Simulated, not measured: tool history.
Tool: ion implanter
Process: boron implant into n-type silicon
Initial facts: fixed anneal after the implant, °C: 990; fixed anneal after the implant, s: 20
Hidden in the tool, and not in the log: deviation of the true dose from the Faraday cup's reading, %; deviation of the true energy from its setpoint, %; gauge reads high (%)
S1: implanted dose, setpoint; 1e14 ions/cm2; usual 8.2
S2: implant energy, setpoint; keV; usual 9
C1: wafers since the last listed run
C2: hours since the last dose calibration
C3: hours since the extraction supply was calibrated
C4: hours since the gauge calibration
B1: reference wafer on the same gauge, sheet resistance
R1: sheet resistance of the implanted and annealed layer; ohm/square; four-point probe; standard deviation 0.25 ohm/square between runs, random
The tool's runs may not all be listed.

{"run": 1, "day": 0.0, "S1": 9.68, "S2": 7.5, "C1": 0, "C2": 1912.4, "C3": 6282.2, "C4": 357.6, "B1": 142.06, "R1": 155.5}
{"run": 2, "day": 1.096, "S1": 9.68, "S2": 7.5, "C1": 643, "C2": 1938.7, "C3": 6308.5, "C4": 383.9, "B1": 142.04, "R1": 155.48}
{"run": 3, "day": 1.608, "S1": 9.68, "S2": 7.5, "C1": 300, "C2": 1951, "C3": 6320.8, "C4": 396.2, "B1": 142.03, "R1": 155.1}
{"run": 4, "day": 2.312, "S1": 8.2, "S2": 9, "C1": 413, "C2": 1967.9, "C3": 6337.7, "C4": 413.1, "B1": 141.99, "R1": 162.9}
{"run": 5, "day": 3.329, "S1": 8.2, "S2": 9, "C1": 596, "C2": 1992.3, "C3": 6362.1, "C4": 437.5, "B1": 142.07, "R1": 162.95}
{"run": 6, "day": 4.246, "S1": 8.2, "S2": 9, "C1": 537, "C2": 2014.3, "C3": 6384.1, "C4": 459.5, "B1": 142, "R1": 162.53}
{"run": 7, "day": 4.838, "S1": 8.2, "S2": 7.5, "C1": 347, "C2": 2028.5, "C3": 6398.3, "C4": 473.7, "B1": 141.96, "R1": 169.45}
{"day": 5.621, "done": "gauge calibrated"}
{"run": 8, "day": 5.854, "S1": 8.2, "S2": 7.5, "C1": 596, "C2": 2052.9, "C3": 6422.7, "C4": 5.6, "B1": 141.97, "R1": 169.42}
{"run": 9, "day": 6.558, "S1": 8.2, "S2": 7.5, "C1": 413, "C2": 2069.8, "C3": 6439.6, "C4": 22.5, "B1": 142, "R1": 169.07}
{"run": 10, "day": 7.6, "S1": 8.2, "S2": 9, "C1": 611, "C2": 2094.8, "C3": 6464.6, "C4": 47.5, "B1": 142.01, "R1": 161.71}
{"day": 9.042, "done": "extraction supply calibrated"}
{"run": 11, "day": 9.062, "S1": 8.95, "S2": 12, "C1": 662, "C2": 2129.9, "C3": 0.5, "C4": 82.6, "B1": 141.99, "R1": 144.74}

Run 12 is up next; what results do you expect?
{"run": 12, "day": 9.471, "S1": 7.4, "S2": 6, "C1": 239, "C2": 2139.7, "C3": 10.3, "C4": 92.4, "B1": "?", "R1": "?"}

{"run 12": {"B1": 142.03, "R1": 190.49}}
Were there no unlogged condition in the tool, this run, its random variation unchanged, would have produced R1 196.33 ohm/square.

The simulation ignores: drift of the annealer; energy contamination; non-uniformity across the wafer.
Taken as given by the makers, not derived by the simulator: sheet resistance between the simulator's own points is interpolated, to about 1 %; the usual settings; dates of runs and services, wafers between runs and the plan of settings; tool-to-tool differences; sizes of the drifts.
